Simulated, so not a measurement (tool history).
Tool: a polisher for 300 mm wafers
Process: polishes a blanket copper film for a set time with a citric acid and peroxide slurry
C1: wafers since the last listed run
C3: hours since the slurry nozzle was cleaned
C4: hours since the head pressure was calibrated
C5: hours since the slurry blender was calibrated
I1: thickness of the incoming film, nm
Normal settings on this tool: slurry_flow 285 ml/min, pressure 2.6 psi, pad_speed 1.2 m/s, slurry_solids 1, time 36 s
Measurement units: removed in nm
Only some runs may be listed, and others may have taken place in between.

{"run": 1, "hour": 0.0, "slurry_flow": 285, "pressure": 2.6, "pad_speed": 1.2, "slurry_solids": 1, "time": 36, "C1": 0, "wafers polished on this pad": 377, "C3": 262.1, "C4": 661.8, "C5": 158.1, "I1": 1164.8, "removed": 83.9}
{"run": 2, "hour": 14.3, "slurry_flow": 285, "pressure": 2.6, "pad_speed": 1.2, "slurry_solids": 1, "time": 36, "C1": 179, "wafers polished on this pad": 556, "C3": 276.4, "C4": 676.1, "C5": 172.4, "I1": 1181.8, "removed": 83.5}
{"run": 3, "hour": 27.6, "slurry_flow": 285, "pressure": 2.6, "pad_speed": 1.2, "slurry_solids": 1, "time": 36, "C1": 167, "wafers polished on this pad": 724, "C3": 289.7, "C4": 689.4, "C5": 185.7, "I1": 1178.8, "removed": 83.3}
{"run": 4, "hour": 43.4, "slurry_flow": 285, "pressure": 2.6, "pad_speed": 1.2, "slurry_solids": 1, "time": 36, "C1": 198, "wafers polished on this pad": 922, "C3": 305.5, "C4": 705.2, "C5": 201.5, "I1": 1167.6, "removed": 81.6}
{"run": 5, "hour": 57.8, "slurry_flow": 285, "pressure": 2.6, "pad_speed": 1.5, "slurry_solids": 1, "time": 36, "C1": 181, "wafers polished on this pad": 1103, "C3": 319.9, "C4": 719.6, "C5": 215.9, "I1": 1178, "removed": 95.3}
{"run": 6, "hour": 67.5, "slurry_flow": 285, "pressure": 2.6, "pad_speed": 1.5, "slurry_solids": 1, "time": 36, "C1": 121, "wafers polished on this pad": 1225, "C3": 329.6, "C4": 729.3, "C5": 225.6, "I1": 1166.3, "removed": 94.7}
{"run": 7, "hour": 84.2, "slurry_flow": 285, "pressure": 2.6, "pad_speed": 1.5, "slurry_solids": 1, "time": 36, "C1": 209, "wafers polished on this pad": 1435, "C3": 346.3, "C4": 746, "C5": 242.3, "I1": 1183.9, "removed": 94.9}
{"hour": 87.2, "done": "slurry blender recalibrated"}
{"hour": 88.4, "done": "worn pad replaced by a new one"}
{"run": 8, "hour": 101.9, "slurry_flow": 285, "pressure": 2.6, "pad_speed": 1.2, "slurry_solids": 1, "time": 36, "C1": 181, "wafers polished on this pad": 169, "C3": 364, "C4": 763.7, "C5": 14.7, "I1": 1149.2, "removed": 88.9}
{"run": 9, "hour": 108.3, "slurry_flow": 210, "pressure": 2.6, "pad_speed": 1.2, "slurry_solids": 0.8, "time": 31, "C1": 80, "wafers polished on this pad": 249, "C3": 370.4, "C4": 770.1, "C5": 21.1, "I1": 1174.5, "removed": 69.7}
{"run": 10, "hour": 117.3, "slurry_flow": 285, "pressure": 2.6, "pad_speed": 1.2, "slurry_solids": 1, "time": 36, "C1": 113, "wafers polished on this pad": 362, "C3": 379.4, "C4": 779.1, "C5": 30.1, "I1": 1176.7, "removed": 86.6}
{"run": 11, "hour": 157.8, "slurry_flow": 255, "pressure": 2.6, "pad_speed": 1.2, "slurry_solids": 0.8, "time": 36, "C1": 509, "wafers polished on this pad": 871, "C3": 419.9, "C4": 819.6, "C5": 70.6, "I1": 1185.4, "removed": 81.1}
{"run": 12, "hour": 173.1, "slurry_flow": 285, "pressure": 2.6, "pad_speed": 1.36, "slurry_solids": 1.1, "time": 31, "C1": 192, "wafers polished on this pad": 1064, "C3": 435.2, "C4": 834.9, "C5": 85.9, "I1": 1188.1, "removed": 81.9}
{"run": 13, "hour": 184.4, "slurry_flow": 285, "pressure": 2.6, "pad_speed": 1.2, "slurry_solids": 1, "time": 36, "C1": 142, "wafers polished on this pad": 1206, "C3": 446.5, "C4": 846.2, "C5": 97.2, "I1": 1188.7, "removed": 85}
{"hour": 198.2, "done": "worn pad replaced by a new one"}
{"run": 14, "hour": 198.7, "slurry_flow": 285, "pressure": 2.6, "pad_speed": 1.2, "slurry_solids": 1, "time": 25, "C1": 129, "wafers polished on this pad": 5, "C3": 460.8, "C4": 860.5, "C5": 111.5, "I1": 1176.2, "removed": 59.2}
{"run": 15, "hour": 201.9, "slurry_flow": 285, "pressure": 3.5, "pad_speed": 1.56, "slurry_solids": 0.9, "time": 27, "C1": 40, "wafers polished on this pad": 45, "C3": 464, "C4": 863.7, "C5": 114.7, "I1": 1164.2, "removed": 95.1}
{"run": 16, "hour": 233.8, "slurry_flow": 285, "pressure": 2.6, "pad_speed": 1.2, "slurry_solids": 1, "time": 36, "C1": 400, "wafers polished on this pad": 446, "C3": 495.9, "C4": 895.6, "C5": 146.6, "I1": 1180.5, "removed": 83.6}
{"run": 17, "hour": 247.3, "slurry_flow": 285, "pressure": 2.6, "pad_speed": 1.2, "slurry_solids": 1, "time": 31, "C1": 169, "wafers polished on this pad": 616, "C3": 509.4, "C4": 909.1, "C5": 160.1, "I1": 1175.9, "removed": 72.8}
{"run": 18, "hour": 265.3, "slurry_flow": 285, "pressure": 2.6, "pad_speed": 1.2, "slurry_solids": 1, "time": 36, "C1": 226, "wafers polished on this pad": 842, "C3": 527.4, "C4": 927.1, "C5": 178.1, "I1": 1174.9, "removed": 84.5}
{"run": 19, "hour": 271.6, "slurry_flow": 285, "pressure": 2.6, "pad_speed": 1.2, "slurry_solids": 1.15, "time": 36, "C1": 79, "wafers polished on this pad": 922, "C3": 533.7, "C4": 933.4, "C5": 184.4, "I1": 1166.4, "removed": 86.7}
{"hour": 285.5, "done": "slurry nozzle cleaned"}
{"run": 20, "hour": 289.5, "slurry_flow": 285, "pressure": 2.6, "pad_speed": 1.44, "slurry_solids": 1, "time": 36, "C1": 212, "wafers polished on this pad": 1134, "C3": 4, "C4": 951.3, "C5": 202.3, "I1": 1189.4, "removed": 94.5}
{"hour": 306.7, "done": "head pressure recalibrated"}
{"run": 21, "hour": 307.2, "slurry_flow": 285, "pressure": 2.6, "pad_speed": 1.2, "slurry_solids": 1, "time": 36, "C1": 197, "wafers polished on this pad": 1331, "C3": 21.7, "C4": 0.5, "C5": 220, "I1": 1168.7, "removed": 81.5}
{"run": 22, "hour": 315.9, "slurry_flow": 285, "pressure": 2.6, "pad_speed": 1.2, "slurry_solids": 1, "time": 36, "C1": 109, "wafers polished on this pad": 1441, "C3": 30.4, "C4": 9.2, "C5": 228.7, "I1": 1159.1, "removed": 81.1}
{"hour": 329.7, "done": "worn pad replaced by a new one"}
{"run": 23, "hour": 332.3, "slurry_flow": 285, "pressure": 2.6, "pad_speed": 1.5, "slurry_solids": 1, "time": 47, "C1": 155, "wafers polished on this pad": 32, "C3": 46.8, "C4": 25.6, "C5": 245.1, "I1": 1173.6, "removed": 124.9}
{"run": 24, "hour": 340.2, "slurry_flow": 285, "pressure": 1.8, "pad_speed": 1.2, "slurry_solids": 1, "time": 26, "C1": 99, "wafers polished on this pad": 131, "C3": 54.7, "C4": 33.5, "C5": 253, "I1": 1172.2, "removed": 43.9}
{"run": 25, "hour": 353.0, "slurry_flow": 285, "pressure": 2.6, "pad_speed": 1.2, "slurry_solids": 1, "time": 36, "C1": 160, "wafers polished on this pad": 292, "C3": 67.5, "C4": 46.3, "C5": 265.8, "I1": 1167.1, "removed": 80.3}
{"run": 26, "hour": 365.1, "slurry_flow": 285, "pressure": 2.6, "pad_speed": 1.2, "slurry_solids": 1, "time": 36, "C1": 152, "wafers polished on this pad": 444, "C3": 79.6, "C4": 58.4, "C5": 277.9, "I1": 1174.4, "removed": 81.1}
{"hour": 374.7, "done": "slurry blender recalibrated"}
{"run": 27, "hour": 381.4, "slurry_flow": 200, "pressure": 2.6, "pad_speed": 0.92, "slurry_solids": 1, "time": 29, "C1": 179, "wafers polished on this pad": 624, "C3": 95.9, "C4": 74.7, "C5": 6.7, "I1": 1155.6, "removed": 58.1}
{"run": 28, "hour": 393.3, "slurry_flow": 285, "pressure": 2.6, "pad_speed": 1.06, "slurry_solids": 1.2, "time": 36, "C1": 149, "wafers polished on this pad": 774, "C3": 107.8, "C4": 86.6, "C5": 18.6, "I1": 1161.2, "removed": 85.3}
{"run": 29, "hour": 420.8, "slurry_flow": 365, "pressure": 2.6, "pad_speed": 1.58, "slurry_solids": 1, "time": 36, "C1": 345, "wafers polished on this pad": 1119, "C3": 135.3, "C4": 114.1, "C5": 46.1, "I1": 1147.6, "removed": 107.1}
{"run": 30, "hour": 432.1, "slurry_flow": 380, "pressure": 2.6, "pad_speed": 1.2, "slurry_solids": 0.85, "time": 36, "C1": 142, "wafers polished on this pad": 1261, "C3": 146.6, "C4": 125.4, "C5": 57.4, "I1": 1172, "removed": 84.6}

How would selected steps in removed from run to run divide? Give the signed amount a tool lacking its hidden state would still show from settings, what came in and random variation, and the signed amount left for the hidden state, including any gauge scatter that is not in both of the compared results.
Unlogged tool condition in this case: removal rate lost through wear of the pad, %; slurry flow missing at the pad, %; deviation of the head's pressure from its setpoint, %; abrasive missing from the slurry, %.
Run 7 -> 8: pad_speed 1.5 -> 1.2, slurry blender recalibrated, worn pad replaced by a new one. removed -6 nm: hidden state +8, all else -14.
Run 22 -> 23: pad_speed 1.2 -> 1.5, time 36 -> 47, worn pad replaced by a new one. removed +43.8 nm: hidden state -4.5, all else +48.3.
Run 23 -> 24: pressure 2.6 -> 1.8, pad_speed 1.5 -> 1.2, time 47 -> 26. removed -81 nm: hidden state +7.1, all else -88.1.
Run 24 -> 25: pressure 1.8 -> 2.6, time 26 -> 36. removed +36.4 nm: hidden state -3.9, all else +40.3.
Run 26 -> 27: slurry_flow 285 -> 200, pad_speed 1.2 -> 0.92, time 36 -> 29, slurry blender recalibrated. removed -23 nm: hidden state +7.8, all else -30.8.
